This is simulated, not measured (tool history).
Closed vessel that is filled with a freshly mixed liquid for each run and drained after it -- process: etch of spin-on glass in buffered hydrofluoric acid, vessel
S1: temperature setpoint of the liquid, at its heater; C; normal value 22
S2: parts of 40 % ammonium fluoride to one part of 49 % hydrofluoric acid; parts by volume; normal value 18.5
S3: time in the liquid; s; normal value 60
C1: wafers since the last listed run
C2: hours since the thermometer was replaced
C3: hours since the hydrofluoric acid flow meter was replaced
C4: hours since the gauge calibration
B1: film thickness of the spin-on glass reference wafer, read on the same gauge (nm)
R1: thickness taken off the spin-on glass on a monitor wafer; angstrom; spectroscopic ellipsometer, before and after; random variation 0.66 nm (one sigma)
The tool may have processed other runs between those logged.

run,hour,S1,S2,S3,C1,C2,C3,C4,B1,R1
1,0.0,22,18.5,60,0,745.1,786.9,182.7,100.00,1309.1
2,20.6,25,18.5,60,1775,765.7,807.5,203.3,99.99,1547.8
3,53.3,25,18.5,60,2818,798.4,840.2,236.0,100.00,1546.1
4,74.5,22,18.5,60,1827,819.6,861.4,257.2,100.02,1328.8
5,89.3,22,18.5,60,1275,834.4,876.2,272.0,100.00,1320.7
6,109.3,22,18.5,60,1723,854.4,896.2,292.0,99.99,1327.1
7,143.9,22,18.5,60,2982,889.0,930.8,326.6,100.00,1328.2
8,167.0,22,18.5,60,1991,912.1,953.9,349.7,99.99,1326.3
9,187.5,22,18.5,60,1766,932.6,974.4,370.2,99.98,1340.4
10,208.7,22,18.5,60,1827,953.8,995.6,391.4,100.01,1340.6
11,239.2,22,18.5,60,2628,984.3,1026.1,421.9,99.98,1343.5
# hour 256.3: thermometer replaced
12,263.3,22,18.5,60,1991,7.0,1050.2,446.0,99.99,1230.7
13,291.5,22,18.5,60,2430,35.2,1078.4,474.2,100.00,1232.7
14,321.4,22,18.5,60,2577,65.1,1108.3,504.1,100.01,1242.3
15,334.1,22,18.5,60,1094,77.8,1121.0,516.8,99.99,1237.4

Run 16 comes next. What will it give?
16,358.1,22,18.5,60,2068,101.8,1145.0,540.8,?,?

Run 16 came out at B1 100.01, R1 1237.8 angstrom.
Without the tool's hidden state the same run would have given R1 1178.3 angstrom.

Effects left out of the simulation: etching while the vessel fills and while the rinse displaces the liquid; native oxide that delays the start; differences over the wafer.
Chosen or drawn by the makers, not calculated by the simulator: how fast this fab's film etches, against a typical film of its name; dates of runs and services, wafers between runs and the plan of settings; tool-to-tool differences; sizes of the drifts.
